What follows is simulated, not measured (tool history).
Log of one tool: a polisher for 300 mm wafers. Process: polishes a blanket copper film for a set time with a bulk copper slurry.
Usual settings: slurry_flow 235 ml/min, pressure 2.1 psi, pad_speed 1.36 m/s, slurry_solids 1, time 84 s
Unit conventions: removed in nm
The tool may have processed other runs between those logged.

| run | hour | slurry_flow | pressure | pad_speed | slurry_solids | time | wafers since the last listed run | wafers polished on this pad | hours since the slurry nozzle was cleaned | hours since the head pressure was calibrated | hours since the slurry blender was calibrated | incoming thickness of the incoming film, nm | removed |
|---|---|---|---|---|---|---|---|---|---|---|---|---|---|
| 1 | 0 | 235 | 1.7 | 1.36 | 1 | 84 | 0 | 1455 | 417.3 | 580 | 132.5 | 3814.3 | 681.2 |
| 2 | 46.5 | 235 | 2.1 | 1.36 | 1 | 84 | 277 | 1732 | 463.8 | 626.5 | 179 | 3780.2 | 833.4 |
|  | 60.6 | worn pad replaced by a new one |
| 3 | 72 | 235 | 2.1 | 1.36 | 1 | 84 | 128 | 67 | 489.3 | 652 | 204.5 | 3746.7 | 815.1 |
|  | 122.3 | head pressure recalibrated |
| 4 | 139.5 | 235 | 2.1 | 1.36 | 1 | 84 | 391 | 459 | 556.8 | 17.2 | 272 | 3799.9 | 808.2 |
| 5 | 190.5 | 235 | 2.1 | 1.36 | 1 | 84 | 304 | 763 | 607.8 | 68.2 | 323 | 3754.7 | 783.2 |
|  | 198.7 | slurry blender recalibrated |
| 6 | 216 | 235 | 2.1 | 1.36 | 1 | 84 | 140 | 903 | 633.3 | 93.7 | 17.3 | 3751.9 | 854 |
| 7 | 255.6 | 235 | 2.1 | 1.36 | 1 | 84 | 236 | 1140 | 672.9 | 133.3 | 56.9 | 3747.3 | 839.5 |
| 8 | 290 | 235 | 2.1 | 1.36 | 1 | 84 | 205 | 1345 | 707.3 | 167.7 | 91.3 | 3826.2 | 843.7 |
| 9 | 357.3 | 235 | 2.1 | 1.36 | 1 | 84 | 401 | 1747 | 774.6 | 235 | 158.6 | 3710.6 | 834.3 |
|  | 385.4 | worn pad replaced by a new one |
| 10 | 387.7 | 235 | 2.1 | 1.36 | 1 | 84 | 157 | 13 | 805 | 265.4 | 189 | 3792.6 | 821.9 |
|  | 391.6 | slurry nozzle cleaned |
| 11 | 439.4 | 235 | 2.1 | 1.36 | 1 | 95 | 302 | 316 | 47.8 | 317.1 | 240.7 | 3808.7 | 921.5 |
|  | 473.3 | slurry blender recalibrated |
| 12 | 475.3 | 235 | 2.1 | 1.36 | 1 | 95 | 202 | 518 | 83.7 | 353 | 2 | 3788.9 | 967.1 |
| 13 | 522.3 | 235 | 2.1 | 1.36 | 1 | 84 | 280 | 799 | 130.7 | 400 | 49 | 3734.1 | 850 |
| 14 | 568 | 295 | 1.8 | 1.18 | 1 | 84 | 272 | 1072 | 176.4 | 445.7 | 94.7 | 3810.6 | 646 |
| 15 | 601.4 | 235 | 2.1 | 1.36 | 1.15 | 56 | 199 | 1272 | 209.8 | 479.1 | 128.1 | 3803.4 | 580.6 |
| 16 | 628.7 | 180 | 2.1 | 1.36 | 0.85 | 84 | 163 | 1435 | 237.1 | 506.4 | 155.4 | 3794.1 | 780.6 |
|  | 644.4 | worn pad replaced by a new one |
| 17 | 656.8 | 235 | 2.1 | 1.36 | 1 | 84 | 143 | 74 | 265.2 | 534.5 | 183.5 | 3743.6 | 836.5 |
| 18 | 688 | 235 | 2.1 | 1.36 | 1 | 84 | 186 | 260 | 296.4 | 565.7 | 214.7 | 3781.1 | 832.6 |
| 19 | 720.9 | 235 | 1.8 | 1.36 | 1 | 84 | 196 | 457 | 329.3 | 598.6 | 247.6 | 3752.3 | 698.5 |
|  | 752.6 | head pressure recalibrated |
| 20 | 773.7 | 235 | 2.1 | 1.36 | 1 | 84 | 303 | 760 | 382.1 | 21.1 | 300.4 | 3734.8 | 795.4 |
|  | 799.1 | slurry blender recalibrated |
| 21 | 800.2 | 235 | 2.1 | 1.36 | 1.2 | 84 | 146 | 906 | 408.6 | 47.6 | 1.1 | 3761.5 | 886 |
| 22 | 870.8 | 235 | 2.3 | 1.36 | 0.8 | 84 | 421 | 1328 | 479.2 | 118.2 | 71.7 | 3784.1 | 893.6 |
| 23 | 913.8 | 235 | 1.9 | 1.02 | 1 | 84 | 256 | 1585 | 522.2 | 161.2 | 114.7 | 3759.8 | 567.5 |
|  | 936.4 | worn pad replaced by a new one |
| 24 | 958.1 | 235 | 2.1 | 1.36 | 1 | 84 | 240 | 129 | 566.5 | 205.5 | 159 | 3825.4 | 834.6 |
| 25 | 984.4 | 260 | 1.5 | 1.1 | 1 | 112 | 157 | 286 | 592.8 | 231.8 | 185.3 | 3780.6 | 641.5 |
| 26 | 1038.2 | 180 | 2.1 | 1.36 | 0.85 | 84 | 321 | 608 | 646.6 | 285.6 | 239.1 | 3786.4 | 765.1 |
|  | 1068.5 | slurry blender recalibrated |
|  | 1076.6 | slurry nozzle cleaned |
| 27 | 1086.9 | 235 | 2.1 | 1.7 | 1 | 101 | 272 | 881 | 10.3 | 334.3 | 18.4 | 3774.3 | 1284.4 |
| 28 | 1135 | 235 | 2.6 | 1.36 | 1 | 84 | 287 | 1168 | 58.4 | 382.4 | 66.5 | 3731.1 | 1036.1 |
| 29 | 1186.7 | 180 | 2.1 | 1.64 | 1 | 84 | 308 | 1477 | 110.1 | 434.1 | 118.2 | 3777.8 | 978 |
|  | 1239.6 | worn pad replaced by a new one |
| 30 | 1240.1 | 185 | 2.4 | 1.36 | 0.8 | 68 | 295 | 3 | 163.5 | 487.5 | 171.6 | 3851 | 710.5 |

4 options for the next run, each taken on its own from the tool as it stands now. Forecast them:
| A | 1240.5 | 235 | 2.1 | 1.36 | 1 | 84 | 2 | 5 | 163.9 | 487.9 | 172 | 3770 | ? |
| B | 1240.5 | 190 | 1.7 | 1.36 | 1 | 84 | 2 | 5 | 163.9 | 487.9 | 172 | 3770 | ? |
| C | 1240.5 | 160 | 2.1 | 0.94 | 1 | 110 | 2 | 5 | 163.9 | 487.9 | 172 | 3770 | ? |
| D | 1240.5 | 185 | 2.1 | 1.36 | 1 | 84 | 2 | 5 | 163.9 | 487.9 | 172 | 3770 | ? |

| run | removed |
|---|---|
| A | 836.1 |
| B | 656.8 |
| C | 712.4 |
| D | 807.9 |
Take away the tool's hidden state, keep each run's random variation, and the runs would have read:
| run | removed |
|---|---|
| A | 857.4 |
| B | 673.5 |
| C | 730.5 |
| D | 828.4 |

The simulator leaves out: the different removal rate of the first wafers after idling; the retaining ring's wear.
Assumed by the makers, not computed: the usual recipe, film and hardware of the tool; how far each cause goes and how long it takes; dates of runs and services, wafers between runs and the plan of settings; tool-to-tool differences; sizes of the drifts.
